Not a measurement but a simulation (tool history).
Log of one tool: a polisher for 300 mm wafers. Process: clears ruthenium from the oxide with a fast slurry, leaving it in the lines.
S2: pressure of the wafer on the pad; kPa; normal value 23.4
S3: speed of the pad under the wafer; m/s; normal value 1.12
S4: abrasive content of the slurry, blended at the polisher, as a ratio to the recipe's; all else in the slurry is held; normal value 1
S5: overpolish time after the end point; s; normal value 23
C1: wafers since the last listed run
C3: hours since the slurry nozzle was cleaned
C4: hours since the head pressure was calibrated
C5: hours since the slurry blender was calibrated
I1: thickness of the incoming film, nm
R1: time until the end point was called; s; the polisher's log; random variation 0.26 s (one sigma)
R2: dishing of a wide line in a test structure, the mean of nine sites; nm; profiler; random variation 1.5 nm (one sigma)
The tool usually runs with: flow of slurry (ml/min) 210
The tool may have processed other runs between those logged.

run 1 hour=0 | flow_of_slurry_(ml/min)=210 S2=23.4 S3=1.12 S4=1 S5=23 | C1=0 wafers_polished_on_this_pad=780 C3=229.4 C4=1170.9 C5=335.4 | I1=189.6 | R1=37.7 R2=69.4
run 2 hour=18.8 | flow_of_slurry_(ml/min)=210 S2=23.4 S3=1.12 S4=1 S5=23 | C1=147 wafers_polished_on_this_pad=928 C3=248.2 C4=1189.7 C5=354.2 | I1=192.4 | R1=38.7 R2=71.2
run 3 hour=34.7 | flow_of_slurry_(ml/min)=210 S2=23.4 S3=1.12 S4=1.15 S5=23 | C1=124 wafers_polished_on_this_pad=1053 C3=264.1 C4=1205.6 C5=370.1 | I1=191.3 | R1=35.7 R2=72.1
-- hour=67.5 worn pad replaced by a new one, repeated, since the last time left the tool worse
run 4 hour=69.8 | flow_of_slurry_(ml/min)=210 S2=23.4 S3=1.12 S4=1.15 S5=23 | C1=244 wafers_polished_on_this_pad=18 C3=299.2 C4=1240.7 C5=405.2 | I1=191.7 | R1=30.4 R2=77
run 5 hour=82.1 | flow_of_slurry_(ml/min)=210 S2=23.4 S3=1.12 S4=1.15 S5=23 | C1=96 wafers_polished_on_this_pad=114 C3=311.5 C4=1253 C5=417.5 | I1=189.6 | R1=30.2 R2=78.1
run 6 hour=97.8 | flow_of_slurry_(ml/min)=145 S2=23.4 S3=1.36 S4=1.2 S5=18 | C1=123 wafers_polished_on_this_pad=238 C3=327.2 C4=1268.7 C5=433.2 | I1=192.1 | R1=26.1 R2=75.7
-- hour=112.3 head pressure recalibrated
run 7 hour=128.8 | flow_of_slurry_(ml/min)=210 S2=23.4 S3=1.12 S4=1.15 S5=37 | C1=227 wafers_polished_on_this_pad=465 C3=358.2 C4=16.5 C5=464.2 | I1=193.6 | R1=31.3 R2=94
run 8 hour=142.6 | flow_of_slurry_(ml/min)=265 S2=30.3 S3=1.12 S4=1 S5=23 | C1=108 wafers_polished_on_this_pad=574 C3=372 C4=30.3 C5=478 | I1=192.3 | R1=25 R2=83.3
run 9 hour=167.3 | flow_of_slurry_(ml/min)=210 S2=23.4 S3=0.8 S4=0.8 S5=18 | C1=194 wafers_polished_on_this_pad=768 C3=396.7 C4=55 C5=502.7 | I1=187.8 | R1=50.2 R2=49.6
-- hour=169.8 slurry blender recalibrated
run 10 hour=191.1 | flow_of_slurry_(ml/min)=210 S2=17.9 S3=1.12 S4=1.1 S5=23 | C1=171 wafers_polished_on_this_pad=939 C3=420.5 C4=78.8 C5=21.3 | I1=187.3 | R1=40.9 R2=68.3
run 11 hour=203.3 | flow_of_slurry_(ml/min)=180 S2=23.4 S3=1.12 S4=1.25 S5=23 | C1=95 wafers_polished_on_this_pad=1035 C3=432.7 C4=91 C5=33.5 | I1=191.1 | R1=31.3 R2=79.6
-- hour=225.1 slurry nozzle cleaned
run 12 hour=233.2 | flow_of_slurry_(ml/min)=275 S2=29.6 S3=1.5 S4=0.9 S5=23 | C1=227 wafers_polished_on_this_pad=1262 C3=8.1 C4=120.9 C5=63.4 | I1=187.4 | R1=20.3 R2=88.4
run 13 hour=264.9 | flow_of_slurry_(ml/min)=270 S2=23.4 S3=1.12 S4=1 S5=36 | C1=249 wafers_polished_on_this_pad=1511 C3=39.8 C4=152.6 C5=95.1 | I1=190.2 | R1=33.2 R2=88.1
-- hour=292.1 worn pad replaced by a new one
run 14 hour=296.9 | flow_of_slurry_(ml/min)=210 S2=23.4 S3=1.12 S4=1 S5=23 | C1=219 wafers_polished_on_this_pad=38 C3=71.8 C4=184.6 C5=127.1 | I1=187.8 | R1=32.1 R2=75.6
run 15 hour=311.8 | flow_of_slurry_(ml/min)=210 S2=31 S3=1.12 S4=1 S5=23 | C1=117 wafers_polished_on_this_pad=155 C3=86.7 C4=199.5 C5=142 | I1=190.5 | R1=24.5 R2=86.4
run 16 hour=337.1 | flow_of_slurry_(ml/min)=170 S2=23.4 S3=0.9 S4=1 S5=37 | C1=198 wafers_polished_on_this_pad=353 C3=112 C4=224.8 C5=167.3 | I1=191 | R1=41.6 R2=81.4
run 17 hour=372.7 | flow_of_slurry_(ml/min)=210 S2=23.4 S3=1.12 S4=1 S5=28 | C1=279 wafers_polished_on_this_pad=633 C3=147.6 C4=260.4 C5=202.9 | I1=187.9 | R1=32.7 R2=82
run 18 hour=401.2 | flow_of_slurry_(ml/min)=210 S2=23.4 S3=1.12 S4=1 S5=23 | C1=223 wafers_polished_on_this_pad=857 C3=176.1 C4=288.9 C5=231.4 | I1=190.1 | R1=33.8 R2=73.2
run 19 hour=423.9 | flow_of_slurry_(ml/min)=210 S2=23.4 S3=1.12 S4=1 S5=23 | C1=178 wafers_polished_on_this_pad=1035 C3=198.8 C4=311.6 C5=254.1 | I1=189 | R1=33.6 R2=71.9
run 20 hour=469.8 | flow_of_slurry_(ml/min)=210 S2=23.4 S3=1.5 S4=1 S5=15 | C1=360 wafers_polished_on_this_pad=1396 C3=244.7 C4=357.5 C5=300 | I1=188.9 | R1=25.9 R2=69.6
-- hour=482.8 worn pad replaced by a new one
run 21 hour=486.6 | flow_of_slurry_(ml/min)=210 S2=23.4 S3=0.94 S4=0.85 S5=31 | C1=100 wafers_polished_on_this_pad=30 C3=261.5 C4=374.3 C5=316.8 | I1=190.3 | R1=41.7 R2=75.1
run 22 hour=501.2 | flow_of_slurry_(ml/min)=210 S2=29.6 S3=1.34 S4=1 S5=10 | C1=114 wafers_polished_on_this_pad=144 C3=276.1 C4=388.9 C5=331.4 | I1=192.4 | R1=22 R2=58.6
run 23 hour=534.8 | flow_of_slurry_(ml/min)=190 S2=23.4 S3=1.12 S4=0.75 S5=23 | C1=263 wafers_polished_on_this_pad=408 C3=309.7 C4=422.5 C5=365 | I1=190.6 | R1=39.5 R2=67.9

Run 24, settings as shown, results not yet in. Your forecast:
run 24 hour=547.1 | flow_of_slurry_(ml/min)=210 S2=23.4 S3=1.12 S4=1 S5=23 | C1=96 wafers_polished_on_this_pad=505 C3=322 C4=434.8 C5=377.3 | I1=189.2 | R1=? R2=?

Run 24 produced R1 32.9 s, R2 74.3 nm.
Had the tool carried no hidden state, the very same run would have given R1 32 s, R2 75.3 nm.
